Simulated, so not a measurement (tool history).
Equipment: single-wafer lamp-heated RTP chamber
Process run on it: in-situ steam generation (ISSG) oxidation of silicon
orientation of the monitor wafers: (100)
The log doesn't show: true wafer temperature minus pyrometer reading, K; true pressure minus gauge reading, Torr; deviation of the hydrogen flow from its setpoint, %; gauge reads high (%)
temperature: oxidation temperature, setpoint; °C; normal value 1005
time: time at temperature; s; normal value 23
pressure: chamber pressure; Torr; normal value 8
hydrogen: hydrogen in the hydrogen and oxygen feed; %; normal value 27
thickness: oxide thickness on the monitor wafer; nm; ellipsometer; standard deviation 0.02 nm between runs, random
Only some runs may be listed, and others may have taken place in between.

run,day,temperature,time,pressure,hydrogen,wafers since the last listed run,wafers since the last pyrometer calibration,hours since the pressure gauge was zeroed,hours since the hydrogen flow controller was replaced,hours since the gauge calibration,"read-back reference wafer on the same gauge, thickness",thickness
1,0,1005,23,8,27,0,2463,1057.8,4064.2,524.3,5.996,6.258
2,2.517,1005,23,8,27,336,2799,1118.2,4124.6,584.7,6,6.256
3,8.146,1005,23,8,27,751,3551,1253.3,4259.7,719.8,5.994,6.276
4,10.333,1005,23,8,32,292,3844,1305.8,4312.2,772.3,5.999,6.552
5,14.642,1005,23,8,32,575,4419,1409.2,4415.6,875.7,6.007,6.545
6,18.438,1005,23,8,32,507,4926,1500.3,4506.7,966.8,5.995,6.576
# day 22.342: hydrogen flow controller replaced
7,22.362,1005,23,8,27,479,5406,1594.5,0.5,1061,6.001,6.299
8,26.696,1005,23,8,27,578,5985,1698.5,104.5,1165,5.998,6.307
9,29.138,1005,28,8,27,326,6311,1757.1,163.1,1223.6,5.993,7.014
# day 35.867: pyrometer window cleaned and pyrometer calibrated
# day 40.404: pressure gauge zeroed
10,41.688,1005,23,8,27,1587,733,30.8,464.3,1524.8,6.012,6.277
11,45.95,1005,23,8,27,569,1302,133.1,566.6,1627.1,5.993,6.245
12,49.542,1013,23,8,27,479,1782,219.3,652.8,1713.3,6.003,6.465
13,53.596,1005,16,8.8,27,541,2323,316.6,750.1,1810.6,6.003,5.269
14,55.146,1005,23,8,27,207,2530,353.8,787.3,1847.8,6.004,6.252
15,58.479,1005,27,9.4,24,445,2976,433.8,867.3,1927.8,6.004,6.495
16,62.938,1005,28,8.4,32,595,3571,540.8,974.3,2034.8,6.009,7.145
# day 63.504: gauge calibrated
17,65.85,1005,23,7.6,24,389,3960,610.7,1044.2,56.3,5.994,6.086
18,77.621,1005,23,8,27,1572,5533,893.2,1326.7,338.8,6.006,6.308
19,80.067,1013,23,8.6,27,326,5859,951.9,1385.4,397.5,5.997,6.551
20,84.188,1005,23,7.3,27,550,6410,1050.8,1484.3,496.4,5.996,6.369

Predict the results of run 21:
21,85.708,1005,23,7.6,24,203,6613,1087.3,1520.8,532.9,?,?

For run 21 the tool returned read-back reference wafer on the same gauge, thickness 6.007, thickness 6.158 nm.
Take away the tool's hidden state, keep the run-to-run variation as it was, and the same run would have given thickness 6.058 nm.

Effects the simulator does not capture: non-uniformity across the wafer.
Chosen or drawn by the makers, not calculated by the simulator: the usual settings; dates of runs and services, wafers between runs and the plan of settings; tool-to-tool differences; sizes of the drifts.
